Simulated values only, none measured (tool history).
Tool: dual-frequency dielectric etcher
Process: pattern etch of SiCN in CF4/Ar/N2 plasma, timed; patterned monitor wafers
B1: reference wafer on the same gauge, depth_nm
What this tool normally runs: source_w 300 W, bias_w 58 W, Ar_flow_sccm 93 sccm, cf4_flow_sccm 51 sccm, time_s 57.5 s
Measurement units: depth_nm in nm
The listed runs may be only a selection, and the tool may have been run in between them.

{"run": 1, "hour": 0.0, "source_w": 300, "bias_w": 58, "Ar_flow_sccm": 93, "cf4_flow_sccm": 51, "time_s": 57.5, "B1": 34.3, "depth_nm": 32.37}
{"run": 2, "hour": 17.1, "source_w": 300, "bias_w": 69, "Ar_flow_sccm": 93, "cf4_flow_sccm": 51, "time_s": 50, "B1": 34.3, "depth_nm": 30.08}
{"run": 3, "hour": 26.4, "source_w": 300, "bias_w": 58, "Ar_flow_sccm": 93, "cf4_flow_sccm": 56, "time_s": 57.5, "B1": 34.29, "depth_nm": 32.84}
{"run": 4, "hour": 44.2, "source_w": 300, "bias_w": 58, "Ar_flow_sccm": 114, "cf4_flow_sccm": 38, "time_s": 57.5, "B1": 34.31, "depth_nm": 30.32}
{"run": 5, "hour": 59.5, "source_w": 250, "bias_w": 58, "Ar_flow_sccm": 93, "cf4_flow_sccm": 45, "time_s": 48, "B1": 34.3, "depth_nm": 24.02}
{"run": 6, "hour": 68.9, "source_w": 300, "bias_w": 58, "Ar_flow_sccm": 93, "cf4_flow_sccm": 63, "time_s": 57.5, "B1": 34.3, "depth_nm": 33.28}
{"run": 7, "hour": 76.6, "source_w": 300, "bias_w": 58, "Ar_flow_sccm": 93, "cf4_flow_sccm": 51, "time_s": 57.5, "B1": 34.29, "depth_nm": 32.44}
{"hour": 85.6, "done": "Ar flow controller replaced"}
{"run": 8, "hour": 86.1, "source_w": 340, "bias_w": 53, "Ar_flow_sccm": 93, "cf4_flow_sccm": 62, "time_s": 57.5, "B1": 34.28, "depth_nm": 34.48}
{"run": 9, "hour": 95.4, "source_w": 250, "bias_w": 58, "Ar_flow_sccm": 93, "cf4_flow_sccm": 51, "time_s": 52, "B1": 34.32, "depth_nm": 26.46}
{"hour": 133.9, "done": "gauge calibrated"}
{"hour": 150.8, "done": "upper electrode replaced"}
{"run": 10, "hour": 151.3, "source_w": 300, "bias_w": 58, "Ar_flow_sccm": 93, "cf4_flow_sccm": 51, "time_s": 57.5, "B1": 34.3, "depth_nm": 32.29}
{"run": 11, "hour": 151.6, "source_w": 300, "bias_w": 58, "Ar_flow_sccm": 93, "cf4_flow_sccm": 51, "time_s": 57.5, "B1": 34.29, "depth_nm": 32.2}
{"run": 12, "hour": 155.8, "source_w": 300, "bias_w": 58, "Ar_flow_sccm": 93, "cf4_flow_sccm": 51, "time_s": 57.5, "B1": 34.31, "depth_nm": 32.21}
{"hour": 181.8, "done": "wet clean of the chamber"}
{"run": 13, "hour": 182.3, "source_w": 300, "bias_w": 58, "Ar_flow_sccm": 93, "cf4_flow_sccm": 51, "time_s": 57.5, "B1": 34.28, "depth_nm": 32.83}
{"run": 14, "hour": 182.6, "source_w": 300, "bias_w": 58, "Ar_flow_sccm": 93, "cf4_flow_sccm": 51, "time_s": 52, "B1": 34.3, "depth_nm": 29.75}
{"hour": 186.8, "done": "source power generator calibrated"}
{"run": 15, "hour": 194.0, "source_w": 360, "bias_w": 58, "Ar_flow_sccm": 93, "cf4_flow_sccm": 51, "time_s": 57.5, "B1": 34.3, "depth_nm": 36.34}
{"run": 16, "hour": 204.7, "source_w": 300, "bias_w": 46, "Ar_flow_sccm": 93, "cf4_flow_sccm": 51, "time_s": 57.5, "B1": 34.28, "depth_nm": 30}

What does the tool deliver on the next run?
{"run": 17, "hour": 214.4, "source_w": 300, "bias_w": 58, "Ar_flow_sccm": 93, "cf4_flow_sccm": 51, "time_s": 47, "B1": "?", "depth_nm": "?"}

{"run 17": {"B1": 34.28, "depth_nm": 26.74}}
Without the tool's hidden state the same run would have given depth_nm 26.7 nm.
